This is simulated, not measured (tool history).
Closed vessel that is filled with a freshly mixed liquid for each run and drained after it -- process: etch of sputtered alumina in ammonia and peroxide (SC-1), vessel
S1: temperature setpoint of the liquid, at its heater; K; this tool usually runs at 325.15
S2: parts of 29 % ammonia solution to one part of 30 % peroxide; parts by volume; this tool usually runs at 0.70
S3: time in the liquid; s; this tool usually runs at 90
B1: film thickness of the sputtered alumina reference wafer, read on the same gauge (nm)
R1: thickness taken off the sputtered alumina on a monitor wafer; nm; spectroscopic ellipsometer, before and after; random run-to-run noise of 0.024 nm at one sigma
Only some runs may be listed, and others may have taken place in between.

{"run": 1, "hour": 0.0, "S1": 325.15, "S2": 0.7, "S3": 90, "B1": 80.02, "R1": 6.84}
{"run": 2, "hour": 9.9, "S1": 325.15, "S2": 0.7, "S3": 90, "B1": 79.99, "R1": 6.85}
{"run": 3, "hour": 19.3, "S1": 327.65, "S2": 0.7, "S3": 90, "B1": 80.01, "R1": 7.85}
{"hour": 27.3, "done": "gauge calibrated"}
{"run": 4, "hour": 37.0, "S1": 325.15, "S2": 0.7, "S3": 125, "B1": 80.0, "R1": 9.56}
{"run": 5, "hour": 52.6, "S1": 318.65, "S2": 0.4, "S3": 40, "B1": 80.0, "R1": 2.04}
{"hour": 62.9, "done": "new drum of ammonia solution connected"}
{"run": 6, "hour": 63.4, "S1": 320.15, "S2": 0.7, "S3": 90, "B1": 80.0, "R1": 5.25}
{"run": 7, "hour": 74.9, "S1": 325.15, "S2": 0.8, "S3": 90, "B1": 79.99, "R1": 6.97}
{"run": 8, "hour": 88.7, "S1": 325.15, "S2": 0.5, "S3": 90, "B1": 80.01, "R1": 6.65}
{"run": 9, "hour": 95.3, "S1": 325.15, "S2": 1.05, "S3": 90, "B1": 80.01, "R1": 7.13}
{"run": 10, "hour": 113.0, "S1": 325.15, "S2": 0.7, "S3": 90, "B1": 80.01, "R1": 6.87}
{"hour": 122.7, "done": "ammonia flow meter replaced"}
{"run": 11, "hour": 130.1, "S1": 318.15, "S2": 0.95, "S3": 135, "B1": 80.01, "R1": 7.28}
{"hour": 143.7, "done": "thermometer replaced"}
{"run": 12, "hour": 144.2, "S1": 325.15, "S2": 0.7, "S3": 90, "B1": 80.0, "R1": 5.98}
{"run": 13, "hour": 181.2, "S1": 325.15, "S2": 0.7, "S3": 90, "B1": 80.0, "R1": 6.03}
{"run": 14, "hour": 193.2, "S1": 334.65, "S2": 0.5, "S3": 145, "B1": 80.01, "R1": 15.6}
{"run": 15, "hour": 204.1, "S1": 320.65, "S2": 0.9, "S3": 90, "B1": 79.99, "R1": 4.83}
{"run": 16, "hour": 212.0, "S1": 325.15, "S2": 0.7, "S3": 90, "B1": 80.0, "R1": 6.07}
{"run": 17, "hour": 222.9, "S1": 316.65, "S2": 0.7, "S3": 90, "B1": 80.0, "R1": 3.75}

Run 18, settings as shown, results not yet in. Your forecast:
{"run": 18, "hour": 240.7, "S1": 325.15, "S2": 0.7, "S3": 130, "B1": "?", "R1": "?"}

B1: 79.99
R1: 8.76 nm
With the hidden condition absent and the run-to-run variation left alone, this run would have shown R1 8.67 nm.
